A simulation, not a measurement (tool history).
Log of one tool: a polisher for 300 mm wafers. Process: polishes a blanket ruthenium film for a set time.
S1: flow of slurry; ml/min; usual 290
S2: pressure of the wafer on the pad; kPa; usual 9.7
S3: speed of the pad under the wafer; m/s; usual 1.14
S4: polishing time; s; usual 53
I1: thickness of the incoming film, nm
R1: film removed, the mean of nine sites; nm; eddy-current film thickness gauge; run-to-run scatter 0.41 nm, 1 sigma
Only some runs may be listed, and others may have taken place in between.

run     day   S1    S2    S3  S4     I1    R1
  1   0.000  290   9.7  1.14  53  490.6  53.0
      0.908  -- slurry nozzle cleaned
  2   2.946  290   9.7  1.14  53  491.9  52.7
      4.325  -- worn pad replaced by a new one
  3   5.838  290   6.9  1.38  53  490.9  45.7
  4  10.012  290   6.9  1.38  53  483.8  45.9
     11.392  -- head pressure recalibrated
  5  14.308  290   9.7  1.14  53  478.8  52.6
     16.100  -- slurry nozzle cleaned
     18.083  -- worn pad replaced by a new one
  6  18.104  290   9.7  1.14  53  497.5  52.7
  7  21.217  290   9.7  1.14  53  489.2  52.8
  8  24.346  290   9.7  1.14  53  482.9  52.8
  9  28.146  290   9.7  1.14  53  498.2  52.8
 10  29.854  290   9.7  1.14  53  499.6  52.4
     30.408  -- worn pad replaced by a new one
 11  33.138  290   9.7  1.14  53  488.6  52.9
     33.775  -- slurry nozzle cleaned
 12  37.583  290   9.7  1.14  53  491.1  52.6
 13  39.221  320   6.9  1.28  43  493.1  35.6
 14  41.208  375  11.7  1.14  67  494.7  80.0
     42.792  -- head pressure recalibrated
 15  43.292  290   6.9  0.98  58  484.8  39.5
     45.208  -- worn pad replaced by a new one
 16  45.917  215  12.4  1.38  53  489.3  73.6
 17  49.238  290  11.0  1.14  53  491.9  58.9
     51.312  -- slurry nozzle cleaned
 18  53.654  240  13.1  1.46  62  493.5  94.4
 19  56.812  290   9.7  1.14  53  481.6  52.9
     59.812  -- worn pad replaced by a new one
 20  61.008  235   9.7  1.54  46  483.2  56.3
 21  65.246  290   9.7  0.94  53  489.9  45.9
     66.433  -- slurry nozzle cleaned
 22  67.042  245   9.7  1.14  58  487.5  56.5

What if the next run were any one of these 4? Each begins from the tool's condition after run 22:
  A  67.058  290   9.7  1.00  53  489.8   ?
  B  67.058  365  12.4  1.30  70  489.8   ?
  C  67.058  195  11.0  0.88  38  489.8   ?
  D  67.058  340  12.4  1.26  71  489.8   ?

run    R1
  A  48.4
  B  96.7
  C  35.0
  D  95.6
Without the tool's unlogged condition, the same runs would have read:
run    R1
  A  48.4
  B  96.7
  C  35.0
  D  95.6
